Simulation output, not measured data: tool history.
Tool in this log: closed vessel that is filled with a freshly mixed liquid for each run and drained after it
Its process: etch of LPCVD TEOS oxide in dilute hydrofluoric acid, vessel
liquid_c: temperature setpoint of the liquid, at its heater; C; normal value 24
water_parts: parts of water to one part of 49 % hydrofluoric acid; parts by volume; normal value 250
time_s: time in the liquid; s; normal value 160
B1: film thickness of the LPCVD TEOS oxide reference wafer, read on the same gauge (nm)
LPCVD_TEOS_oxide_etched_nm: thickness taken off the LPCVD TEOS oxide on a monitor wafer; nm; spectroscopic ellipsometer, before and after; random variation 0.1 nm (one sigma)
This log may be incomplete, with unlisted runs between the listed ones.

Run 1, day 0: usual settings; B1 120.03. Result: LPCVD_TEOS_oxide_etched_nm 11.02 nm.
Run 2, day 1.188: usual settings; B1 120. Result: LPCVD_TEOS_oxide_etched_nm 10.78 nm.
Run 3, day 2.658: usual settings but water_parts 340 parts by volume; B1 120. Result: LPCVD_TEOS_oxide_etched_nm 7.41 nm.
Run 4, day 3.592: usual settings but water_parts 340 parts by volume; B1 119.98. Result: LPCVD_TEOS_oxide_etched_nm 7.42 nm.
Run 5, day 4.533: usual settings; B1 119.96. Result: LPCVD_TEOS_oxide_etched_nm 10.78 nm.
At day 4.571: gauge calibrated.
Run 6, day 6.175: usual settings; B1 119.98. Result: LPCVD_TEOS_oxide_etched_nm 10.95 nm.
At day 6.354: thermometer replaced.
Run 7, day 7.133: usual settings; B1 120.02. Result: LPCVD_TEOS_oxide_etched_nm 11.95 nm.
Run 8, day 8.425: usual settings; B1 120.02. Result: LPCVD_TEOS_oxide_etched_nm 11.84 nm.
Run 9, day 9.008: usual settings; B1 119.95. Result: LPCVD_TEOS_oxide_etched_nm 12.23 nm.
Run 10, day 9.988: usual settings; B1 119.96. Result: LPCVD_TEOS_oxide_etched_nm 12.03 nm.
Run 11, day 11.25: usual settings but liquid_c 28 C, water_parts 215 parts by volume, time_s 225 s; B1 119.99. Result: LPCVD_TEOS_oxide_etched_nm 23.33 nm.
Run 12, day 12.004: usual settings but water_parts 330 parts by volume; B1 120.01. Result: LPCVD_TEOS_oxide_etched_nm 8.4 nm.
Run 13, day 12.846: usual settings but liquid_c 19.5 C, water_parts 335 parts by volume; B1 120.02. Result: LPCVD_TEOS_oxide_etched_nm 7.06 nm.
Run 14, day 13.529: usual settings but liquid_c 19.5 C, water_parts 335 parts by volume, time_s 235 s; B1 119.96. Result: LPCVD_TEOS_oxide_etched_nm 10.35 nm.
Run 15, day 14.608: usual settings but liquid_c 22 C, water_parts 150 parts by volume, time_s 240 s; B1 120.01. Result: LPCVD_TEOS_oxide_etched_nm 30.2 nm.
At day 15.575: gauge calibrated.
Run 16, day 16.092: usual settings but time_s 130 s; B1 119.99. Result: LPCVD_TEOS_oxide_etched_nm 9.63 nm.
At day 16.329: hydrofluoric acid flow meter replaced.
Run 17, day 17.042: usual settings but liquid_c 25.5 C; B1 120.02. Result: LPCVD_TEOS_oxide_etched_nm 11.62 nm.
Run 18, day 17.892: usual settings; B1 120.05. Result: LPCVD_TEOS_oxide_etched_nm 10.95 nm.
Run 19, day 18.475: usual settings but liquid_c 27 C, water_parts 145 parts by volume, time_s 195 s; B1 120.02. Result: LPCVD_TEOS_oxide_etched_nm 29.01 nm.
Run 20, day 19.538: usual settings but liquid_c 19 C, water_parts 175 parts by volume; B1 120.01. Result: LPCVD_TEOS_oxide_etched_nm 13.95 nm.
Run 21, day 20.458: usual settings; B1 120.03. Result: LPCVD_TEOS_oxide_etched_nm 11.12 nm.

List, for all runs, the conditions of the tool that the log does not record:
gauge reads high (%): 0 on each run
H1: liquid colder than its thermometer reads (K)
H2: hydrofluoric acid flow above the setpoint (%)
run     H1     H2
  1   2.26   4.07
  2   2.35   4.27
  3   2.46   4.53
  4   2.53   4.69
  5    2.6   4.85
  6   2.72   5.14
  7  0.155    5.3
  8  0.251   5.53
  9  0.295   5.63
 10  0.368    5.8
 11  0.463   6.02
 12  0.519   6.15
 13  0.582    6.3
 14  0.633   6.41
 15  0.714    6.6
 16  0.825   6.86
 17  0.896   0.24
 18  0.959  0.388
 19      1  0.489
 20   1.08  0.673
 21   1.15  0.833
